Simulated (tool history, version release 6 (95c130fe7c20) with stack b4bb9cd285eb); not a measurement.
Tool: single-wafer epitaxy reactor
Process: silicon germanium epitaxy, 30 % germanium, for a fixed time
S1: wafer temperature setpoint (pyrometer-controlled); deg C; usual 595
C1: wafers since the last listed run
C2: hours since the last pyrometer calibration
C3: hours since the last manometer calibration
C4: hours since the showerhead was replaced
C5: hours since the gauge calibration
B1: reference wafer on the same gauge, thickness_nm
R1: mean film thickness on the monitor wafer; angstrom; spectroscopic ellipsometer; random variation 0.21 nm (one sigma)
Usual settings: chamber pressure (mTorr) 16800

Run 1, hour 0.0: usual settings; C1 0; C2 862.1; C3 1052.8; C4 5451.0; C5 1627.5; B1 51.262. Result: R1 480.44 angstrom.
Run 2, hour 100.2: usual settings but S1 598 deg C; C1 2604; C2 962.3; C3 1153.0; C4 5551.2; C5 1727.7; B1 51.199. Result: R1 507.02 angstrom.
Run 3, hour 231.2: usual settings but S1 598 deg C; C1 3404; C2 1093.3; C3 1284.0; C4 5682.2; C5 1858.7; B1 51.317. Result: R1 508.26 angstrom.
Run 4, hour 280.7: usual settings but S1 598 deg C; C1 1286; C2 1142.8; C3 1333.5; C4 5731.7; C5 1908.2; B1 51.225. Result: R1 506.25 angstrom.
Run 5, hour 340.6: usual settings; C1 1556; C2 1202.7; C3 1393.4; C4 5791.6; C5 1968.1; B1 51.212. Result: R1 479.32 angstrom.
Run 6, hour 436.4: usual settings; C1 2489; C2 1298.5; C3 1489.2; C4 5887.4; C5 2063.9; B1 51.064. Result: R1 479.98 angstrom.
At hour 445.8: capacitance manometer re-zeroed and calibrated.
Run 7, hour 476.0: usual settings; C1 821; C2 1338.1; C3 30.2; C4 5927.0; C5 2103.5; B1 51.147. Result: R1 477.06 angstrom.
Run 8, hour 578.5: usual settings; C1 2663; C2 1440.6; C3 132.7; C4 6029.5; C5 2206.0; B1 51.182. Result: R1 478.20 angstrom.
Run 9, hour 641.9: usual settings; C1 1647; C2 1504.0; C3 196.1; C4 6092.9; C5 2269.4; B1 51.181. Result: R1 480.80 angstrom.
Run 10, hour 700.0: usual settings; C1 1509; C2 1562.1; C3 254.2; C4 6151.0; C5 2327.5; B1 51.299. Result: R1 480.52 angstrom.
Run 11, hour 759.9: usual settings; C1 1556; C2 1622.0; C3 314.1; C4 6210.9; C5 2387.4; B1 51.132. Result: R1 480.56 angstrom.
Run 12, hour 799.2: usual settings but chamber pressure (mTorr) 15500; C1 1021; C2 1661.3; C3 353.4; C4 6250.2; C5 2426.7; B1 51.202. Result: R1 466.81 angstrom.
Run 13, hour 870.9: usual settings but chamber pressure (mTorr) 15500; C1 1863; C2 1733.0; C3 425.1; C4 6321.9; C5 2498.4; B1 51.162. Result: R1 460.85 angstrom.
Run 14, hour 917.6: usual settings but S1 583 deg C, chamber pressure (mTorr) 15500; C1 1213; C2 1779.7; C3 471.8; C4 6368.6; C5 2545.1; B1 51.251. Result: R1 383.48 angstrom.
At hour 999.4: pyrometer calibrated.
At hour 1111.2: gauge calibrated.
Run 15, hour 1174.2: usual settings but S1 605 deg C, chamber pressure (mTorr) 15500; C1 6461; C2 174.8; C3 728.4; C4 6625.2; C5 63.0; B1 52.184. Result: R1 556.41 angstrom.
Run 16, hour 1248.9: usual settings; C1 1941; C2 249.5; C3 803.1; C4 6699.9; C5 137.7; B1 52.033. Result: R1 490.41 angstrom.
Run 17, hour 1356.1: usual settings but S1 602 deg C, chamber pressure (mTorr) 20600; C1 2786; C2 356.7; C3 910.3; C4 6807.1; C5 244.9; B1 51.897. Result: R1 594.04 angstrom.
Run 18, hour 1431.1: usual settings but S1 582 deg C, chamber pressure (mTorr) 20000; C1 1949; C2 431.7; C3 985.3; C4 6882.1; C5 319.9; B1 51.893. Result: R1 419.69 angstrom.
Run 19, hour 1503.2: usual settings; C1 1873; C2 503.8; C3 1057.4; C4 6954.2; C5 392.0; B1 51.837. Result: R1 486.04 angstrom.
At hour 1512.8: showerhead replaced.
Run 20, hour 1567.5: usual settings but S1 607 deg C, chamber pressure (mTorr) 14000; C1 1463; C2 568.1; C3 1121.7; C4 54.7; C5 456.3; B1 51.702. Result: R1 550.06 angstrom.
At hour 1728.3: capacitance manometer re-zeroed and calibrated.
Run 21, hour 1778.0: usual settings; C1 5262; C2 778.6; C3 49.7; C4 265.2; C5 666.8; B1 51.587. Result: R1 481.96 angstrom.
Run 22, hour 1867.4: usual settings; C1 2323; C2 868.0; C3 139.1; C4 354.6; C5 756.2; B1 51.489. Result: R1 485.32 angstrom.
Run 23, hour 1963.1: usual settings but S1 604 deg C, chamber pressure (mTorr) 18800; C1 2487; C2 963.7; C3 234.8; C4 450.3; C5 851.9; B1 51.455. Result: R1 584.39 angstrom.
Run 24, hour 2069.0: usual settings but S1 600 deg C, chamber pressure (mTorr) 15500; C1 2752; C2 1069.6; C3 340.7; C4 556.2; C5 957.8; B1 51.473. Result: R1 510.41 angstrom.
Run 25, hour 2116.5: usual settings but S1 607 deg C; C1 1234; C2 1117.1; C3 388.2; C4 603.7; C5 1005.3; B1 51.544. Result: R1 583.06 angstrom.
Run 26, hour 2168.1: usual settings but S1 581 deg C, chamber pressure (mTorr) 14500; C1 1341; C2 1168.7; C3 439.8; C4 655.3; C5 1056.9; B1 51.325. Result: R1 363.17 angstrom.

Hidden state at the last listed run before each entry between runs and at the first one after, where it differs:
Between runs 6 and 7: capacitance manometer re-zeroed and calibrated (hour 445.8)
  gauge reads high (%): -2.3 -> -2.31
  measured less the result without the state, R1: -11.33 -> -11.30 angstrom
Between runs 14 and 15: pyrometer calibrated (hour 999.4); gauge calibrated (hour 1111.2)
  gauge reads high (%): -2.38 -> -0.475
  measured less the result without the state, R1: -9.36 -> -2.65 angstrom
Between runs 19 and 20: showerhead replaced (hour 1512.8)
  gauge reads high (%): -1.15 -> -1.25
  measured less the result without the state, R1: -5.66 -> -6.99 angstrom
Between runs 20 and 21: capacitance manometer re-zeroed and calibrated (hour 1728.3)
  gauge reads high (%): -1.25 -> -1.54
  measured less the result without the state, R1: -6.99 -> -7.55 angstrom

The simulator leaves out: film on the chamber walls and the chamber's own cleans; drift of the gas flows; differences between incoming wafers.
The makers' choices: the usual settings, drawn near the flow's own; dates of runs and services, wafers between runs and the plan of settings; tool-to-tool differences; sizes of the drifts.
